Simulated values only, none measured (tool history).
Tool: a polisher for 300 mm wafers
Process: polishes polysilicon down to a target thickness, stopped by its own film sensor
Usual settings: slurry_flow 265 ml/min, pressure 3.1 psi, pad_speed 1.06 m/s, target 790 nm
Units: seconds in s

| run | hour | slurry_flow | pressure | pad_speed | target | incoming thickness of the incoming film, nm | seconds |
|---|---|---|---|---|---|---|---|
| 1 | 0.0 | 190 | 3.1 | 1.06 | 602 | 1640.6 | 129.8 |
| 2 | 44.6 | 265 | 2.2 | 0.96 | 790 | 1668.7 | 144.7 |
| 3 | 99.9 | 265 | 2.2 | 0.96 | 790 | 1624.4 | 136.3 |
| 4 | 203.3 | 265 | 3.1 | 1.06 | 790 | 1631.2 | 104.9 |
|  | 278.4 | worn pad replaced by a new one |
| 5 | 279.5 | 265 | 3.1 | 1.06 | 790 | 1642.4 | 105.5 |
| 6 | 319.7 | 265 | 3.1 | 1.06 | 790 | 1650.4 | 110.1 |
| 7 | 414.9 | 265 | 3.1 | 1.28 | 790 | 1642.0 | 91.9 |
| 8 | 491.4 | 265 | 3.1 | 1.28 | 790 | 1657.5 | 93.1 |
| 9 | 529.3 | 265 | 3.1 | 1.28 | 790 | 1643.6 | 88.6 |
|  | 565.6 | slurry nozzle cleaned |
| 10 | 605.0 | 265 | 3.1 | 1.06 | 790 | 1650.3 | 102.4 |
| 11 | 660.7 | 265 | 3.1 | 1.06 | 790 | 1639.5 | 102.6 |
| 12 | 702.5 | 265 | 3.1 | 1.06 | 790 | 1650.6 | 105.6 |
|  | 754.7 | worn pad replaced by a new one |
| 13 | 800.6 | 265 | 3.1 | 1.06 | 790 | 1661.0 | 109.2 |
|  | 858.0 | head pressure recalibrated |
| 14 | 859.8 | 265 | 3.1 | 1.06 | 790 | 1614.8 | 104.3 |
| 15 | 941.5 | 265 | 3.1 | 1.06 | 790 | 1637.0 | 104.7 |
| 16 | 994.4 | 180 | 4.1 | 1.06 | 790 | 1632.5 | 98.9 |
| 17 | 1078.8 | 265 | 3.1 | 1.06 | 790 | 1653.8 | 111.4 |
| 18 | 1126.4 | 355 | 3.1 | 1.24 | 790 | 1632.8 | 88.6 |
|  | 1128.6 | slurry nozzle cleaned |
|  | 1132.2 | worn pad replaced by a new one |
| 19 | 1177.5 | 265 | 3.1 | 1.28 | 790 | 1611.8 | 83.2 |
| 20 | 1243.3 | 185 | 2.8 | 0.76 | 790 | 1659.1 | 167.6 |
| 21 | 1337.8 | 265 | 2.4 | 1.44 | 790 | 1656.8 | 90.9 |
| 22 | 1423.8 | 265 | 3.5 | 1.06 | 621 | 1625.8 | 120.0 |
| 23 | 1468.2 | 265 | 4.0 | 1.06 | 544 | 1631.8 | 114.8 |
|  | 1536.2 | worn pad replaced by a new one |
| 24 | 1575.7 | 265 | 3.1 | 1.06 | 790 | 1658.8 | 111.1 |
| 25 | 1633.0 | 315 | 3.1 | 1.06 | 790 | 1641.1 | 103.5 |

The next listed run, before its measurement:
| 26 | 1710.3 | 320 | 3.1 | 0.70 | 651 | 1633.4 | ? |

{"run 26": {"seconds": 189.7}}
Without the tool's hidden state the same run would have given seconds 179.4 s.
